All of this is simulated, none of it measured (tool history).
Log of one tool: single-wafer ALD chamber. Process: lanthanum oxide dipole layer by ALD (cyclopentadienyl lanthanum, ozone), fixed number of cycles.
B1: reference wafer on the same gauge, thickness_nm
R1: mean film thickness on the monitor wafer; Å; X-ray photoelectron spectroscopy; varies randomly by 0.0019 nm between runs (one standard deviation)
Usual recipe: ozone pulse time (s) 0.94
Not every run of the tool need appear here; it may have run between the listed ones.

run 1 day=0.000 | ozone_pulse_time_(s)=1.02 | B1=0.415 | R1=5.02
run 2 day=1.058 | ozone_pulse_time_(s)=1.02 | B1=0.414 | R1=4.99
run 3 day=2.371 | ozone_pulse_time_(s)=1.02 | B1=0.414 | R1=4.98
run 4 day=3.296 | ozone_pulse_time_(s)=0.94 | B1=0.414 | R1=4.86
run 5 day=4.450 | ozone_pulse_time_(s)=0.94 | B1=0.414 | R1=4.89
run 6 day=6.088 | ozone_pulse_time_(s)=0.94 | B1=0.414 | R1=4.83
run 7 day=9.588 | ozone_pulse_time_(s)=0.84 | B1=0.414 | R1=4.66
-- day=10.104 showerhead replaced
-- day=10.429 gauge calibrated
run 8 day=10.767 | ozone_pulse_time_(s)=0.84 | B1=0.424 | R1=4.76
run 9 day=11.612 | ozone_pulse_time_(s)=0.84 | B1=0.424 | R1=4.77
run 10 day=14.971 | ozone_pulse_time_(s)=0.94 | B1=0.422 | R1=4.92
run 11 day=16.242 | ozone_pulse_time_(s)=0.94 | B1=0.421 | R1=4.92
-- day=16.904 ozone generator serviced
run 12 day=17.054 | ozone_pulse_time_(s)=0.94 | B1=0.420 | R1=4.94
run 13 day=17.754 | ozone_pulse_time_(s)=0.94 | B1=0.420 | R1=4.89
run 14 day=18.950 | ozone_pulse_time_(s)=1.30 | B1=0.420 | R1=5.38
run 15 day=19.550 | ozone_pulse_time_(s)=1.19 | B1=0.420 | R1=5.30
run 16 day=20.650 | ozone_pulse_time_(s)=1.16 | B1=0.419 | R1=5.22
run 17 day=21.529 | ozone_pulse_time_(s)=0.94 | B1=0.419 | R1=4.91
run 18 day=22.921 | ozone_pulse_time_(s)=1.22 | B1=0.418 | R1=5.27
run 19 day=24.029 | ozone_pulse_time_(s)=1.17 | B1=0.417 | R1=5.20
run 20 day=25.029 | ozone_pulse_time_(s)=0.94 | B1=0.417 | R1=4.88

Predict the results of run 21:
-- day=26.350 thermocouple changed; heater temperature recalibrated
run 21 day=26.458 | ozone_pulse_time_(s)=0.65 | B1=? | R1=?

B1: 0.418
R1: 4.15 Å
With the hidden condition absent and the run-to-run variation left alone, this run would have shown R1 4.24 Å.

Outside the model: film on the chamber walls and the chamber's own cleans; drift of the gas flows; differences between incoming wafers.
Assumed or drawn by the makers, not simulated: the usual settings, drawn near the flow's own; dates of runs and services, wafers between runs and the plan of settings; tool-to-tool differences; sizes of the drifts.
